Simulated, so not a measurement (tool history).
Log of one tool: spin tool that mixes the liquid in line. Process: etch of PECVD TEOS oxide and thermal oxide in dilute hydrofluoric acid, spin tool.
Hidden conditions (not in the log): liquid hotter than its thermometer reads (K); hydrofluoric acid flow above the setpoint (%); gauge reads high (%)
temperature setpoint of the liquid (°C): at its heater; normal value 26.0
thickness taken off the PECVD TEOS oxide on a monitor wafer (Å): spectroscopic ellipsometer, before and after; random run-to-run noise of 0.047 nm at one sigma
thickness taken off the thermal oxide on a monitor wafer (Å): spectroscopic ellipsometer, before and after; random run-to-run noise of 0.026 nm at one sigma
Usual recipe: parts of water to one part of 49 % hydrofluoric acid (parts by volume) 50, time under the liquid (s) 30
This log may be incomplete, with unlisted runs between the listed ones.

run,day,temperature setpoint of the liquid (°C),parts of water to one part of 49 % hydrofluoric acid (parts by volume),time under the liquid (s),wafers since the last listed run,hours since the thermometer was replaced,hours since the hydrofluoric acid flow meter was replaced,hours since the gauge calibration,"read-back film thickness of the PECVD TEOS oxide reference wafer, read on the same gauge (nm)","read-back film thickness of the thermal oxide reference wafer, read on the same gauge (nm)",thickness taken off the PECVD TEOS oxide on a monitor wafer (Å),thickness taken off the thermal oxide on a monitor wafer (Å)
1,0.000,27.5,45,30,0,1688.2,2111.1,568.7,150.00,99.999,94.2,43.20
2,0.646,27.5,45,30,115,1703.7,2126.6,584.2,149.93,99.995,92.9,43.66
3,1.575,27.5,45,30,166,1726.0,2148.9,606.5,149.98,100.008,93.2,43.08
4,4.046,26.0,50,15,441,1785.3,2208.2,665.8,149.98,99.989,39.5,18.29
5,4.546,26.0,50,30,89,1797.3,2220.2,677.8,150.01,99.994,79.1,36.79
6,5.850,26.0,50,30,233,1828.6,2251.5,709.1,149.98,99.994,78.8,36.76
7,6.646,26.0,50,40,142,1847.7,2270.6,728.2,149.96,99.992,105.1,48.94
8,7.438,26.0,50,40,141,1866.7,2289.6,747.2,150.04,99.995,104.5,48.64
9,8.533,28.5,50,30,195,1893.0,2315.9,773.5,150.01,99.993,87.1,40.61
# day 9.667: gauge calibrated
10,9.692,28.5,50,30,207,1920.8,2343.7,0.6,149.96,100.002,87.5,40.24
# day 11.346: hydrofluoric acid flow meter replaced
# day 13.188: thermometer replaced
11,13.538,28.5,50,30,672,8.4,52.6,92.9,149.99,99.987,92.4,42.48
12,14.754,26.0,65,30,217,37.6,81.8,122.1,149.97,99.986,63.4,29.34
# day 16.617: hydrofluoric acid flow meter replaced, repeated, since the last time left the tool worse
13,16.912,26.0,50,30,378,89.4,7.1,173.9,150.01,99.983,72.4,33.24
14,21.325,26.0,50,30,789,195.3,113.0,279.8,149.97,100.003,72.7,33.52
15,22.725,26.0,50,35,250,228.9,146.6,313.4,150.02,99.989,84.0,39.08
16,24.017,28.0,70,15,230,259.9,177.6,344.4,150.02,100.004,27.2,12.71
17,25.400,23.0,50,40,247,293.1,210.8,377.6,149.96,100.009,86.5,40.22
18,25.925,26.0,50,30,93,305.7,223.4,390.2,149.99,99.992,72.4,34.13
19,26.592,29.0,60,35,119,321.7,239.4,406.2,150.03,100.002,77.9,36.95

Expected results for the next run?
20,27.325,31.0,50,30,131,339.3,257.0,423.8,?,?,?,?

read-back film thickness of the PECVD TEOS oxide reference wafer, read on the same gauge (nm): 150.01
read-back film thickness of the thermal oxide reference wafer, read on the same gauge (nm): 99.992
thickness taken off the PECVD TEOS oxide on a monitor wafer (Å): 88.4
thickness taken off the thermal oxide on a monitor wafer (Å): 40.73
Take away the tool's hidden state, keep the run-to-run variation as it was, and the same run would have given thickness taken off the PECVD TEOS oxide on a monitor wafer (Å) 87.0, thickness taken off the thermal oxide on a monitor wafer (Å) 40.08.
